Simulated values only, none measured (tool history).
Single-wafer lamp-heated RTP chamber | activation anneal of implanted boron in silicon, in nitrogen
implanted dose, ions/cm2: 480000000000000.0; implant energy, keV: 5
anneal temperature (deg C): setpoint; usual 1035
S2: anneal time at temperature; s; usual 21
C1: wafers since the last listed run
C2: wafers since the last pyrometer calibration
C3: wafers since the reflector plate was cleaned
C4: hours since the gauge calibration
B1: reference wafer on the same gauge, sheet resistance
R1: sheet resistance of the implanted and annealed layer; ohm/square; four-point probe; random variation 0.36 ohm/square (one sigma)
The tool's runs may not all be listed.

Run 1, day 0.000: usual settings; C1 0; C2 2089; C3 2898; C4 784.7; B1 223.11. Result: R1 230.24 ohm/square.
Run 2, day 1.633: usual settings; C1 692; C2 2781; C3 3590; C4 823.9; B1 222.87. Result: R1 229.80 ohm/square.
Run 3, day 3.175: usual settings; C1 653; C2 3435; C3 4244; C4 860.9; B1 223.09. Result: R1 229.34 ohm/square.
Run 4, day 5.312: usual settings; C1 906; C2 4341; C3 5150; C4 912.2; B1 222.96. Result: R1 229.93 ohm/square.
Run 5, day 7.425: usual settings; C1 895; C2 5237; C3 6046; C4 962.9; B1 222.85. Result: R1 229.56 ohm/square.
At day 9.458: reflector plate cleaned.
Run 6, day 9.479: usual settings; C1 729; C2 5967; C3 8; C4 1012.2; B1 222.82. Result: R1 230.01 ohm/square.
Run 7, day 12.721: usual settings; C1 1374; C2 7341; C3 1383; C4 1090.0; B1 222.83. Result: R1 230.72 ohm/square.
At day 13.804: pyrometer window cleaned and pyrometer calibrated.
Run 8, day 15.825: usual settings but anneal temperature (deg C) 1011; C1 1174; C2 856; C3 2557; C4 1164.5; B1 223.15. Result: R1 235.00 ohm/square.
Run 9, day 17.788: usual settings but anneal temperature (deg C) 1011; C1 832; C2 1688; C3 3390; C4 1211.6; B1 223.09. Result: R1 235.43 ohm/square.
Run 10, day 19.754: usual settings but anneal temperature (deg C) 1011; C1 833; C2 2522; C3 4223; C4 1258.8; B1 223.17. Result: R1 234.78 ohm/square.
Run 11, day 23.179: usual settings; C1 1452; C2 3974; C3 5675; C4 1341.0; B1 223.00. Result: R1 229.69 ohm/square.
At day 26.354: reflector plate cleaned.
Run 12, day 26.950: usual settings; C1 1457; C2 5432; C3 252; C4 1431.5; B1 222.85. Result: R1 230.26 ohm/square.
Run 13, day 30.350: usual settings; C1 1441; C2 6873; C3 1694; C4 1513.1; B1 223.01. Result: R1 230.42 ohm/square.
At day 32.883: pyrometer window cleaned and pyrometer calibrated.
Run 14, day 33.558: usual settings; C1 1218; C2 286; C3 2912; C4 1590.1; B1 223.11. Result: R1 230.06 ohm/square.
Run 15, day 37.158: usual settings but anneal temperature (deg C) 1054; C1 1526; C2 1812; C3 4439; C4 1676.5; B1 222.94. Result: R1 227.80 ohm/square.
Run 16, day 39.504: usual settings; C1 994; C2 2807; C3 5433; C4 1732.8; B1 222.93. Result: R1 229.69 ohm/square.
Run 17, day 42.429: usual settings; C1 1240; C2 4047; C3 6673; C4 1803.0; B1 222.97. Result: R1 229.65 ohm/square.
Run 18, day 46.183: usual settings; C1 1591; C2 5638; C3 8265; C4 1893.1; B1 223.17. Result: R1 230.15 ohm/square.
At day 47.008: reflector plate cleaned.
Run 19, day 48.662: usual settings; C1 909; C2 6548; C3 701; C4 1952.6; B1 222.83. Result: R1 230.02 ohm/square.
Run 20, day 51.021: usual settings but anneal temperature (deg C) 1045; C1 999; C2 7548; C3 1701; C4 2009.2; B1 222.98. Result: R1 229.45 ohm/square.
Run 21, day 52.650: usual settings; C1 690; C2 8239; C3 2392; C4 2048.3; B1 223.13. Result: R1 231.26 ohm/square.
At day 53.708: gauge calibrated.
At day 54.104: pyrometer window cleaned and pyrometer calibrated.
Run 22, day 56.975: usual settings but anneal temperature (deg C) 1064, S2 28 s; C1 1692; C2 1217; C3 4084; C4 78.4; B1 223.02. Result: R1 224.32 ohm/square.
Run 23, day 59.267: usual settings but anneal temperature (deg C) 1058; C1 971; C2 2189; C3 5056; C4 133.4; B1 222.94. Result: R1 226.94 ohm/square.
Run 24, day 63.529: usual settings but anneal temperature (deg C) 1025, S2 14 s; C1 1807; C2 3996; C3 6863; C4 235.7; B1 223.20. Result: R1 233.70 ohm/square.
At day 65.562: reflector plate cleaned.
Run 25, day 67.300: usual settings but anneal temperature (deg C) 1007; C1 1457; C2 5454; C3 737; C4 326.2; B1 222.89. Result: R1 236.26 ohm/square.
Run 26, day 69.475: usual settings but anneal temperature (deg C) 1063, S2 32 s; C1 922; C2 6376; C3 1659; C4 378.4; B1 222.99. Result: R1 223.35 ohm/square.
Run 27, day 71.279: usual settings but anneal temperature (deg C) 1025, S2 14 s; C1 764; C2 7141; C3 2424; C4 421.7; B1 223.02. Result: R1 234.65 ohm/square.
At day 73.662: pyrometer window cleaned and pyrometer calibrated.
Run 28, day 74.888: usual settings but anneal temperature (deg C) 1023, S2 17 s; C1 1388; C2 518; C3 3812; C4 508.3; B1 222.92. Result: R1 232.88 ohm/square.
Run 29, day 77.483: usual settings; C1 1100; C2 1619; C3 4913; C4 570.6; B1 223.00. Result: R1 230.08 ohm/square.
Run 30, day 80.733: usual settings but S2 15 s; C1 1377; C2 2997; C3 6291; C4 648.6; B1 223.04. Result: R1 232.22 ohm/square.
At day 83.512: reflector plate cleaned.
Run 31, day 84.246: usual settings but S2 25 s; C1 1347; C2 4344; C3 310; C4 732.9; B1 223.00. Result: R1 230.01 ohm/square.
Run 32, day 88.458: usual settings; C1 1785; C2 6130; C3 2096; C4 834.0; B1 222.95. Result: R1 231.21 ohm/square.
At day 91.588: pyrometer window cleaned and pyrometer calibrated.
Run 33, day 92.612: usual settings but S2 11 s; C1 1619; C2 433; C3 3716; C4 933.7; B1 223.08. Result: R1 233.84 ohm/square.
Run 34, day 94.667: usual settings; C1 870; C2 1304; C3 4587; C4 983.0; B1 222.90. Result: R1 229.46 ohm/square.

3 ways to go on from here, each from the tool as it stands after run 34. What would each give?
Run A, day 94.683: usual settings but S2 9 s; C1 7; C2 1311; C3 4594; C4 983.4; B1 ?. Result: R1 ?.
Run B, day 94.683: usual settings but anneal temperature (deg C) 1008, S2 32 s; C1 7; C2 1311; C3 4594; C4 983.4; B1 ?. Result: R1 ?.
Run C, day 94.683: usual settings but anneal temperature (deg C) 1023, S2 29 s; C1 7; C2 1311; C3 4594; C4 983.4; B1 ?. Result: R1 ?.

run      B1      R1
  A  222.89  235.35
  B  222.89  233.44
  C  222.89  230.73
Without the tool's hidden state the same runs would have given:
run      R1
  A  236.09
  B  234.85
  C  231.76

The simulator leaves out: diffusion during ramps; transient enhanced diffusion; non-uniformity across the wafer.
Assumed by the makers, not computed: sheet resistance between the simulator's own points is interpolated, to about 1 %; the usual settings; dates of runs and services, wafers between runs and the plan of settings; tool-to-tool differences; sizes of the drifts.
